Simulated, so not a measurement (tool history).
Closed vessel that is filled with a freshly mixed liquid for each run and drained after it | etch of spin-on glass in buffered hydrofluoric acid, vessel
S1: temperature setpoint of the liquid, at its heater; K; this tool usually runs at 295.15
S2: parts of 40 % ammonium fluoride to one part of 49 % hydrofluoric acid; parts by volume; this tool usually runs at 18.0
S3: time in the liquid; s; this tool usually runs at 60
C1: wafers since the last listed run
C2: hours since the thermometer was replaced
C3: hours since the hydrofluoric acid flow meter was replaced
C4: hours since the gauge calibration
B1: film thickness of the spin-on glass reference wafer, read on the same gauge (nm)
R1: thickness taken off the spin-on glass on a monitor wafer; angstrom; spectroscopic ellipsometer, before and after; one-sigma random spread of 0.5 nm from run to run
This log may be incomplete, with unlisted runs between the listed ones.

run	day	S1	S2	S3	C1	C2	C3	C4	B1	R1
1	0.000	295.15	18.0	85	0	1610.9	1570.2	937.7	150.03	1090.6
2	4.400	295.15	18.0	35	8482	1716.5	1675.8	1043.3	150.02	453.4
3	12.100	295.15	18.0	35	14845	1901.3	1860.6	1228.1	150.01	445.5
4	15.162	295.15	18.0	35	5904	1974.8	1934.1	1301.6	150.02	446.7
5	17.212	295.15	13.5	60	3952	2024.0	1983.3	1350.8	149.99	1018.2
6	21.083	291.65	18.0	70	7462	2116.9	2076.2	1443.7	150.04	728.9
7	23.371	291.65	18.0	70	4410	2171.8	2131.1	1498.6	150.01	729.5
8	26.521	291.65	18.0	70	6073	2247.4	2206.7	1574.2	149.98	726.7
# day 28.404: gauge calibrated
9	28.504	295.15	18.0	60	3823	2295.0	2254.3	2.4	150.03	756.4
10	31.667	295.15	18.0	60	6097	2370.9	2330.2	78.3	150.05	752.3
11	33.242	295.15	12.5	60	3036	2408.7	2368.0	116.1	149.99	1084.5
# day 35.779: hydrofluoric acid flow meter replaced
12	36.454	296.65	18.0	60	6113	2485.8	16.2	193.2	149.99	774.8
13	38.162	291.65	18.0	75	3293	2526.8	57.2	234.2	150.01	737.5
14	39.754	290.65	18.0	60	3068	2565.0	95.4	272.4	149.99	553.0
15	43.950	296.65	15.5	40	8089	2665.7	196.1	373.1	149.99	592.6
16	45.917	295.15	15.5	35	3791	2712.9	243.3	420.3	149.99	471.8
# day 46.417: thermometer replaced
# day 47.150: hydrofluoric acid flow meter replaced, repeated, since the last time left the tool worse
17	49.004	295.15	21.5	40	5791	62.1	44.5	494.4	149.97	471.5
18	52.092	295.15	21.5	40	5952	136.2	118.6	568.5	150.02	468.1
19	53.708	300.15	13.0	60	3116	175.0	157.4	607.3	150.01	1479.3
20	56.296	295.15	14.0	90	4988	237.1	219.5	669.4	150.03	1582.6
21	60.521	295.15	18.0	35	8145	338.5	320.9	770.8	149.98	473.2
22	64.125	293.65	12.0	30	6948	425.0	407.4	857.3	149.98	559.0
23	67.738	295.15	12.5	85	6964	511.7	494.1	944.0	149.99	1658.0
24	71.921	290.65	23.0	45	8065	612.1	594.5	1044.4	150.02	390.6

How would selected steps in R1 from run to run divide? Give the signed amount a tool lacking its hidden state would still show from settings, what came in and random variation, and the signed amount left for the hidden state, including any gauge scatter that is not in both of the compared results.
Hidden state present: liquid hotter than its thermometer reads (K); hydrofluoric acid flow below the setpoint (%); gauge reads high (%).
Run 4 -> 5: S2 18.0 -> 13.5, S3 35 -> 60. R1 +571.5 angstrom: hidden state -47.6, all else +619.1.
Run 16 -> 17: S2 15.5 -> 21.5, S3 35 -> 40, thermometer replaced, hydrofluoric acid flow meter replaced, repeated, since the last time left the tool worse. R1 -0.3 angstrom: hidden state +84.8, all else -85.1.
Run 20 -> 21: S2 14.0 -> 18.0, S3 90 -> 35. R1 -1109.4 angstrom: hidden state +6.5, all else -1115.9.
Run 23 -> 24: S1 295.15 -> 290.65, S2 12.5 -> 23.0, S3 85 -> 45. R1 -1267.4 angstrom: hidden state +22.0, all else -1289.4.
